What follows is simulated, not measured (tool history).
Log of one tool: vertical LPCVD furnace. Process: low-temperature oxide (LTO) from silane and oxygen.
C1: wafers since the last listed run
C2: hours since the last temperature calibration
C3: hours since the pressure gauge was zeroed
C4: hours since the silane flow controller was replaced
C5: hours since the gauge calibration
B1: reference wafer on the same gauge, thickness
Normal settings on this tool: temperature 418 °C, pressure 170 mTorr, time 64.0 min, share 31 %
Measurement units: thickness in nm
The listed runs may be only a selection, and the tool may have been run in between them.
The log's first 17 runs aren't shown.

run 18 day=47.300 | temperature=418 pressure=170 time=64.0 share=27 | C1=1150 C2=3165.5 C3=1145.9 C4=736.5 C5=3526.5 | B1=319.07 | thickness=316.15
-- day=47.346 gauge calibrated
run 19 day=50.042 | temperature=422 pressure=170 time=64.0 share=27 | C1=770 C2=3231.3 C3=1211.7 C4=802.3 C5=64.7 | B1=319.41 | thickness=332.19
run 20 day=54.492 | temperature=418 pressure=170 time=64.0 share=31 | C1=1250 C2=3338.1 C3=1318.5 C4=909.1 C5=171.5 | B1=318.73 | thickness=389.91
run 21 day=56.704 | temperature=408 pressure=200 time=44.0 share=28 | C1=621 C2=3391.2 C3=1371.6 C4=962.2 C5=224.6 | B1=318.66 | thickness=239.98
-- day=58.479 thermocouples replaced and temperature profile calibrated
run 22 day=61.125 | temperature=418 pressure=140 time=72.5 share=27 | C1=961 C2=63.5 C3=1477.7 C4=1068.3 C5=330.7 | B1=318.50 | thickness=292.16
run 23 day=63.879 | temperature=418 pressure=170 time=64.0 share=31 | C1=774 C2=129.6 C3=1543.8 C4=1134.4 C5=396.8 | B1=319.18 | thickness=379.67
run 24 day=67.479 | temperature=418 pressure=170 time=64.0 share=31 | C1=1012 C2=216.0 C3=1630.2 C4=1220.8 C5=483.2 | B1=319.30 | thickness=381.41
run 25 day=73.192 | temperature=418 pressure=190 time=64.0 share=35 | C1=1605 C2=353.1 C3=1767.3 C4=1357.9 C5=620.3 | B1=319.24 | thickness=506.41
run 26 day=83.354 | temperature=409 pressure=150 time=56.0 share=28 | C1=2856 C2=597.0 C3=2011.2 C4=1601.8 C5=864.2 | B1=318.91 | thickness=231.35
run 27 day=86.271 | temperature=418 pressure=130 time=64.0 share=31 | C1=819 C2=667.0 C3=2081.2 C4=1671.8 C5=934.2 | B1=318.89 | thickness=294.89
run 28 day=90.075 | temperature=418 pressure=170 time=64.0 share=28 | C1=1069 C2=758.3 C3=2172.5 C4=1763.1 C5=1025.5 | B1=319.03 | thickness=331.47
run 29 day=92.288 | temperature=418 pressure=170 time=64.0 share=31 | C1=621 C2=811.4 C3=2225.6 C4=1816.2 C5=1078.6 | B1=318.67 | thickness=383.81
run 30 day=95.871 | temperature=418 pressure=150 time=85.0 share=31 | C1=1007 C2=897.4 C3=2311.6 C4=1902.2 C5=1164.6 | B1=319.04 | thickness=450.50
run 31 day=98.017 | temperature=418 pressure=185 time=64.0 share=37 | C1=603 C2=948.9 C3=2363.1 C4=1953.7 C5=1216.1 | B1=318.95 | thickness=525.83
run 32 day=101.188 | temperature=418 pressure=170 time=64.0 share=31 | C1=891 C2=1025.0 C3=2439.2 C4=2029.8 C5=1292.2 | B1=319.07 | thickness=386.85

Forecast each of these 3 alternatives for the next run:
run A day=101.417 | temperature=418 pressure=210 time=64.0 share=31 | C1=64 C2=1030.5 C3=2444.7 C4=2035.3 C5=1297.7 | B1=? | thickness=?
run B day=101.417 | temperature=413 pressure=170 time=81.5 share=26 | C1=64 C2=1030.5 C3=2444.7 C4=2035.3 C5=1297.7 | B1=? | thickness=?
run C day=101.417 | temperature=418 pressure=205 time=64.0 share=31 | C1=64 C2=1030.5 C3=2444.7 C4=2035.3 C5=1297.7 | B1=? | thickness=?

run=A B1=318.89 thickness=475.25
run=B B1=318.89 thickness=359.67
run=C B1=318.89 thickness=464.13
With the hidden condition removed and each run's random variation left untouched, the same runs would have given:
run=A thickness=464.10
run=B thickness=349.66
run=C thickness=453.05
